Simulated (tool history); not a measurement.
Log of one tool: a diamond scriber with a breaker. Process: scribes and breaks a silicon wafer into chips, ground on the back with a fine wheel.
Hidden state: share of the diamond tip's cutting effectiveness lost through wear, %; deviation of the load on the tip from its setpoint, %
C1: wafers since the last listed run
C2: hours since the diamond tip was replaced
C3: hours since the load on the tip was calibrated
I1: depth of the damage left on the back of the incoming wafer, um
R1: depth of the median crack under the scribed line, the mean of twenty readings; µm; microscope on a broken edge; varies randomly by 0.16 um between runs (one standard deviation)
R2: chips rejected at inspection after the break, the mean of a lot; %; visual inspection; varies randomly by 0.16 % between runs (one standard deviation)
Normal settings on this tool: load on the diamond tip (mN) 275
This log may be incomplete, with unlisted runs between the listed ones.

Run 1, hour 0: usual settings but load on the diamond tip (mN) 238; C1 0; C2 209.7; C3 1184.7; I1 1.53. Result: R1 7.68 µm, R2 3.58 %.
Run 2, hour 26: usual settings but load on the diamond tip (mN) 238; C1 35; C2 235.7; C3 1210.7; I1 2.13. Result: R1 7.58 µm, R2 4.67 %.
Run 3, hour 48.3: usual settings; C1 30; C2 258; C3 1233; I1 2.64. Result: R1 8.43 µm, R2 3.61 %.
Run 4, hour 71.2: usual settings; C1 31; C2 280.9; C3 1255.9; I1 2.46. Result: R1 8.34 µm, R2 3.7 %.
Run 5, hour 84: usual settings; C1 17; C2 293.7; C3 1268.7; I1 2.85. Result: R1 8.22 µm, R2 5.19 %.
Run 6, hour 101: usual settings but load on the diamond tip (mN) 317; C1 23; C2 310.7; C3 1285.7; I1 2.82. Result: R1 9.15 µm, R2 4.09 %.
Run 7, hour 115.2: usual settings; C1 19; C2 324.9; C3 1299.9; I1 1.74. Result: R1 8.1 µm, R2 2.22 %.
Run 8, hour 149.1: usual settings; C1 46; C2 358.8; C3 1333.8; I1 1.93. Result: R1 8.25 µm, R2 2.6 %.
Run 9, hour 161.5: usual settings; C1 16; C2 371.2; C3 1346.2; I1 2.35. Result: R1 8.43 µm, R2 3.3 %.
Run 10, hour 181.8: usual settings; C1 27; C2 391.5; C3 1366.5; I1 2.55. Result: R1 8.18 µm, R2 3.93 %.
Run 11, hour 215.5: usual settings; C1 45; C2 425.2; C3 1400.2; I1 1.88. Result: R1 7.92 µm, R2 2.37 %.
Run 12, hour 307.2: usual settings but load on the diamond tip (mN) 234; C1 124; C2 516.9; C3 1491.9; I1 2.33. Result: R1 7.41 µm, R2 6.63 %.
Run 13, hour 336.5: usual settings but load on the diamond tip (mN) 234; C1 39; C2 546.2; C3 1521.2; I1 2. Result: R1 7.07 µm, R2 5.61 %.
Run 14, hour 411.3: usual settings but load on the diamond tip (mN) 234; C1 101; C2 621; C3 1596; I1 1.73. Result: R1 7.32 µm, R2 5.71 %.
Run 15, hour 434.3: usual settings; C1 31; C2 644; C3 1619; I1 2.84. Result: R1 7.91 µm, R2 5.84 %.
Run 16, hour 468.5: usual settings; C1 46; C2 678.2; C3 1653.2; I1 2.75. Result: R1 8.06 µm, R2 5.68 %.
Run 17, hour 491.8: usual settings but load on the diamond tip (mN) 335; C1 31; C2 701.5; C3 1676.5; I1 2.41. Result: R1 8.89 µm, R2 2.65 %.
Run 18, hour 519.1: usual settings but load on the diamond tip (mN) 335; C1 37; C2 728.8; C3 1703.8; I1 1.6. Result: R1 8.84 µm, R2 1.61 %.
Run 19, hour 549.2: usual settings but load on the diamond tip (mN) 231; C1 40; C2 758.9; C3 1733.9; I1 1.69. Result: R1 6.94 µm, R2 6.97 %.
Run 20, hour 573.8: usual settings; C1 33; C2 783.5; C3 1758.5; I1 2.9. Result: R1 7.65 µm, R2 7.19 %.
At hour 593: load on the tip recalibrated.
Run 21, hour 593.3: usual settings but load on the diamond tip (mN) 347; C1 23; C2 803; C3 0.3; I1 2.92. Result: R1 9.14 µm, R2 4.37 %.
Run 22, hour 607: usual settings but load on the diamond tip (mN) 199; C1 18; C2 816.7; C3 14; I1 2.58. Result: R1 6.14 µm, R2 17.45 %.
Run 23, hour 625.6: usual settings; C1 25; C2 835.3; C3 32.6; I1 2.82. Result: R1 7.61 µm, R2 6.64 %.
Run 24, hour 658.1: usual settings but load on the diamond tip (mN) 202; C1 44; C2 867.8; C3 65.1; I1 1.77. Result: R1 6.22 µm, R2 13.88 %.
Run 25, hour 688.7: usual settings but load on the diamond tip (mN) 340; C1 41; C2 898.4; C3 95.7; I1 2.17. Result: R1 8.94 µm, R2 2.29 %.
Run 26, hour 715.9: usual settings; C1 37; C2 925.6; C3 122.9; I1 2.48. Result: R1 7.38 µm, R2 5.36 %.
Run 27, hour 728: usual settings but load on the diamond tip (mN) 342; C1 16; C2 937.7; C3 135; I1 1.97. Result: R1 8.87 µm, R2 1.84 %.
At hour 739.3: diamond tip replaced by a new one.
Run 28, hour 745.7: usual settings but load on the diamond tip (mN) 210; C1 21; C2 6.4; C3 152.7; I1 2.91. Result: R1 7.37 µm, R2 11.61 %.
Run 29, hour 772.6: usual settings but load on the diamond tip (mN) 241; C1 36; C2 33.3; C3 179.6; I1 2.96. Result: R1 7.86 µm, R2 7.15 %.
Run 30, hour 793.1: usual settings but load on the diamond tip (mN) 348; C1 27; C2 53.8; C3 200.1; I1 1.93. Result: R1 9.79 µm, R2 3.18 %.
Run 31, hour 810.3: usual settings; C1 23; C2 71; C3 217.3; I1 1.67. Result: R1 8.55 µm, R2 1.7 %.
Run 32, hour 822.9: usual settings but load on the diamond tip (mN) 347; C1 17; C2 83.6; C3 229.9; I1 2.29. Result: R1 10.16 µm, R2 3.6 %.
Run 33, hour 855.3: usual settings but load on the diamond tip (mN) 299; C1 44; C2 116; C3 262.3; I1 1.67. Result: R1 9.06 µm, R2 1.62 %.
Run 34, hour 889.7: usual settings; C1 46; C2 150.4; C3 296.7; I1 1.82. Result: R1 8.79 µm, R2 1.94 %.
Run 35, hour 922: usual settings but load on the diamond tip (mN) 238; C1 43; C2 182.7; C3 329; I1 2.63. Result: R1 7.55 µm, R2 5.89 %.
Run 36, hour 944.2: usual settings but load on the diamond tip (mN) 325; C1 30; C2 204.9; C3 351.2; I1 2.36. Result: R1 9.49 µm, R2 3.18 %.
Run 37, hour 958.8: usual settings but load on the diamond tip (mN) 235; C1 19; C2 219.5; C3 365.8; I1 1.66. Result: R1 7.56 µm, R2 3.71 %.
Run 38, hour 983.5: usual settings but load on the diamond tip (mN) 310; C1 33; C2 244.2; C3 390.5; I1 2.89. Result: R1 8.88 µm, R2 4.37 %.
Run 39, hour 1010.8: usual settings but load on the diamond tip (mN) 297; C1 37; C2 271.5; C3 417.8; I1 2.98. Result: R1 8.55 µm, R2 5.01 %.
Run 40, hour 1041.4: usual settings but load on the diamond tip (mN) 316; C1 41; C2 302.1; C3 448.4; I1 2.09. Result: R1 9.38 µm, R2 2.35 %.
Run 41, hour 1053.7: usual settings but load on the diamond tip (mN) 245; C1 16; C2 314.4; C3 460.7; I1 2.32. Result: R1 7.69 µm, R2 5.25 %.

What the log doesn't show, run by run:
deviation of the load on the tip from its setpoint, %: 0 across all the runs
H1: share of the diamond tip's cutting effectiveness lost through wear, %
run    H1
  1  5.54
  2  5.98
  3  6.37
  4  6.76
  5  6.98
  6  7.27
  7  7.52
  8   8.1
  9  8.31
 10  8.66
 11  9.24
 12  10.8
 13  11.3
 14  12.6
 15    13
 16  13.6
 17    14
 18  14.5
 19    15
 20  15.4
 21  15.7
 22    16
 23  16.3
 24  16.8
 25  17.4
 26  17.8
 27    18
 28  1.29
 29  1.75
 30  2.11
 31   2.4
 32  2.62
 33  3.17
 34  3.76
 35  4.32
 36   4.7
 37  4.95
 38  5.38
 39  5.84
 40  6.37
 41  6.58

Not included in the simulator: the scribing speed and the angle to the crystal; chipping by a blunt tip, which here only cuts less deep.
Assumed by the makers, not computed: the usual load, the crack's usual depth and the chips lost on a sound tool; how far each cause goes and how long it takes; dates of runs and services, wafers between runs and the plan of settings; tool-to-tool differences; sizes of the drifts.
